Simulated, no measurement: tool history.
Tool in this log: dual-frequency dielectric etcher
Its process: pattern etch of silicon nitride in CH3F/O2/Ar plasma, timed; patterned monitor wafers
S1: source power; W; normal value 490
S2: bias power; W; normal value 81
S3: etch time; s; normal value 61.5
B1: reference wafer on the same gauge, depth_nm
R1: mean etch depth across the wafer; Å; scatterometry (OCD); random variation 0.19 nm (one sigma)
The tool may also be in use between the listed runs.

Run 1, hour 0.0: usual settings but S1 460 W, S3 49.5 s; B1 42.87. Result: R1 371.5 Å.
Run 2, hour 53.3: usual settings but S2 66 W; B1 42.87. Result: R1 437.5 Å.
Run 3, hour 149.6: usual settings; B1 42.82. Result: R1 476.0 Å.
Run 4, hour 187.3: usual settings; B1 42.89. Result: R1 469.5 Å.
Run 5, hour 250.4: usual settings but S3 48.5 s; B1 42.89. Result: R1 371.7 Å.
Run 6, hour 344.8: usual settings but S1 440 W, S3 48.5 s; B1 42.88. Result: R1 359.7 Å.
At hour 383.6: wet clean of the chamber.
Run 7, hour 452.1: usual settings but S1 440 W, S3 48.5 s; B1 42.92. Result: R1 361.1 Å.
Run 8, hour 507.0: usual settings but S1 440 W, S3 48.5 s; B1 42.89. Result: R1 359.8 Å.
Run 9, hour 614.4: usual settings; B1 42.84. Result: R1 471.3 Å.
Run 10, hour 699.1: usual settings; B1 42.85. Result: R1 471.6 Å.
Run 11, hour 750.7: usual settings but S2 73 W; B1 42.89. Result: R1 456.9 Å.
Run 12, hour 806.8: usual settings but S2 73 W; B1 42.88. Result: R1 456.2 Å.
Run 13, hour 860.6: usual settings but S2 73 W; B1 42.94. Result: R1 453.6 Å.
At hour 868.7: source power generator calibrated.
At hour 903.0: wet clean of the chamber.
Run 14, hour 906.7: usual settings but S2 94 W; B1 42.85. Result: R1 498.1 Å.
At hour 983.0: gauge calibrated.
Run 15, hour 1002.9: usual settings but S2 75 W, S3 55.0 s; B1 42.91. Result: R1 410.6 Å.
Run 16, hour 1139.6: usual settings but S1 570 W, S2 75 W; B1 42.89. Result: R1 483.4 Å.
At hour 1204.7: upper electrode replaced.
Run 17, hour 1205.2: usual settings but S1 540 W; B1 42.91. Result: R1 486.0 Å.
Run 18, hour 1280.9: usual settings but S1 570 W, S3 53.5 s; B1 42.89. Result: R1 430.6 Å.
Run 19, hour 1367.0: usual settings but S1 460 W, S3 53.0 s; B1 42.87. Result: R1 397.2 Å.
At hour 1380.9: bias power generator calibrated.
Run 20, hour 1446.9: usual settings but S1 410 W, S2 73 W, S3 68.0 s; B1 42.88. Result: R1 476.3 Å.
At hour 1478.3: wet clean of the chamber.
Run 21, hour 1487.4: usual settings; B1 42.97. Result: R1 474.4 Å.
Run 22, hour 1567.2: usual settings but S1 530 W; B1 42.85. Result: R1 485.2 Å.
Run 23, hour 1611.7: usual settings but S1 550 W, S2 87 W, S3 53.0 s; B1 42.93. Result: R1 431.8 Å.
Run 24, hour 1659.8: usual settings but S1 540 W, S2 87 W, S3 56.0 s; B1 42.88. Result: R1 454.3 Å.
Run 25, hour 1735.0: usual settings but S1 580 W, S2 97 W, S3 52.0 s; B1 42.90. Result: R1 448.0 Å.
Run 26, hour 1842.9: usual settings; B1 42.99. Result: R1 469.9 Å.
Run 27, hour 1904.8: usual settings but S1 590 W, S3 75.5 s; B1 42.85. Result: R1 615.7 Å.
At hour 1983.8: wet clean of the chamber.
Run 28, hour 1984.3: usual settings; B1 42.85. Result: R1 471.3 Å.

Below are 4 alternative next runs, each starting from the tool's condition after run 28. Predict each:
Run A, hour 1984.7: usual settings but S2 87 W; B1 ?. Result: R1 ?.
Run B, hour 1984.7: usual settings but S2 98 W; B1 ?. Result: R1 ?.
Run C, hour 1984.7: usual settings but S2 88 W, S3 53.5 s; B1 ?. Result: R1 ?.
Run D, hour 1984.7: usual settings but S1 590 W, S2 99 W, S3 55.5 s; B1 ?. Result: R1 ?.

run     B1     R1
  A  42.91  483.0
  B  42.91  504.1
  C  42.91  421.8
  D  42.91  485.7
Take away the tool's hidden state, keep each run's random variation, and the runs would have read:
run     R1
  A  483.0
  B  504.1
  C  421.8
  D  485.7
